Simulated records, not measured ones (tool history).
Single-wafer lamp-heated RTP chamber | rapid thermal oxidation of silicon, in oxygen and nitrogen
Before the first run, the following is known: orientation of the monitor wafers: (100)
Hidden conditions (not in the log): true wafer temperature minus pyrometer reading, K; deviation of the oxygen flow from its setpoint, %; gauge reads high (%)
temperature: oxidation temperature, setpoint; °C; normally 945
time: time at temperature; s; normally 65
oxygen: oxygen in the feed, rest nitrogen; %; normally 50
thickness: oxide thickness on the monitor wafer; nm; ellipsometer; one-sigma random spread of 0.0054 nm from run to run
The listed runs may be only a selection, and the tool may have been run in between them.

run	hour	temperature	time	oxygen	wafers since the last listed run	wafers since the last pyrometer calibration	hours since the oxygen flow controller was replaced	hours since the gauge calibration	read-back reference wafer on the same gauge, thickness	thickness
1	0.0	945	65	50	0	6083	2576.0	274.9	3.370	3.505
2	24.6	945	65	50	304	6388	2600.6	299.5	3.370	3.506
3	54.3	945	65	50	367	6756	2630.3	329.2	3.370	3.506
4	88.3	945	65	50	421	7177	2664.3	363.2	3.370	3.511
# hour 123.2: pyrometer window cleaned and pyrometer calibrated
5	123.7	945	65	50	339	5	2699.7	398.6	3.369	3.468
6	178.9	945	65	50	683	689	2754.9	453.8	3.369	3.477
7	229.8	945	65	50	630	1320	2805.8	504.7	3.370	3.485
8	257.6	945	65	50	344	1664	2833.6	532.5	3.369	3.486
9	317.6	945	65	50	743	2407	2893.6	592.5	3.370	3.484
10	348.3	945	65	50	380	2788	2924.3	623.2	3.369	3.492
# hour 467.7: oxygen flow controller replaced
11	496.1	945	65	50	1731	4520	28.4	771.0	3.370	3.460
12	524.6	945	65	50	353	4873	56.9	799.5	3.371	3.472
13	591.0	966	83	50	822	5695	123.3	865.9	3.370	4.355
14	623.4	966	83	50	401	6097	155.7	898.3	3.370	4.356
15	687.8	966	83	50	797	6895	220.1	962.7	3.370	4.383
16	721.6	945	65	50	418	7313	253.9	996.5	3.370	3.485
17	770.0	945	38	50	599	7913	302.3	1044.9	3.370	2.938
# hour 806.4: pyrometer window cleaned and pyrometer calibrated
18	818.6	945	65	50	502	151	350.9	1093.5	3.370	3.439
# hour 878.1: gauge calibrated
19	890.2	975	38	69	887	1038	422.5	12.1	3.369	3.722
20	933.5	932	84	61	536	1574	465.8	55.4	3.371	3.679
21	985.6	962	87	33	645	2220	517.9	107.5	3.370	3.813
22	1062.7	953	97	50	955	3175	595.0	184.6	3.370	4.232
23	1123.1	945	42	50	748	3923	655.4	245.0	3.371	3.011
24	1167.7	945	65	50	552	4476	700.0	289.6	3.370	3.468
25	1200.3	945	65	50	403	4880	732.6	322.2	3.370	3.479
26	1259.5	945	65	50	733	5613	791.8	381.4	3.370	3.475
27	1290.0	955	54	50	377	5991	822.3	411.9	3.369	3.459
28	1359.9	973	48	50	865	6857	892.2	481.8	3.371	3.709
# hour 1402.2: pyrometer window cleaned and pyrometer calibrated
29	1404.6	945	33	69	454	29	936.9	526.5	3.370	2.988
30	1468.6	945	65	50	792	822	1000.9	590.5	3.370	3.461
31	1501.4	969	50	71	406	1228	1033.7	623.3	3.370	4.031
32	1531.7	954	52	66	375	1604	1064.0	653.6	3.369	3.631
33	1598.4	971	43	72	826	2430	1130.7	720.3	3.370	3.886
34	1656.7	945	65	50	722	3152	1189.0	778.6	3.370	3.474
35	1713.6	958	42	28	704	3857	1245.9	835.5	3.370	2.866
36	1770.4	971	65	41	703	4561	1302.7	892.3	3.370	3.891
37	1800.7	945	65	77	375	4936	1333.0	922.6	3.370	3.922
38	1835.9	965	80	35	436	5372	1368.2	957.8	3.370	3.878
39	1865.8	945	65	70	370	5743	1398.1	987.7	3.371	3.826

Pick out some run-to-run changes in thickness. Of each, how much would a tool without hidden state show as well, from the settings, what came in and chance, and how much is left for the hidden state and any gauge scatter not in both results compared?
Run 4 -> 5: pyrometer window cleaned and pyrometer calibrated. thickness -0.043 nm: hidden state -0.044, all else +0.001.
Run 15 -> 16: temperature 966 -> 945, time 83 -> 65. thickness -0.898 nm: hidden state -0.020, all else -0.878.
Run 22 -> 23: temperature 953 -> 945, time 97 -> 42. thickness -1.221 nm: hidden state -0.017, all else -1.204.
Run 28 -> 29: temperature 973 -> 945, time 48 -> 33, oxygen 50 -> 69, pyrometer window cleaned and pyrometer calibrated. thickness -0.721 nm: hidden state -0.047, all else -0.674.
Run 35 -> 36: temperature 958 -> 971, time 42 -> 65, oxygen 28 -> 41. thickness +1.025 nm: hidden state +0.040, all else +0.985.
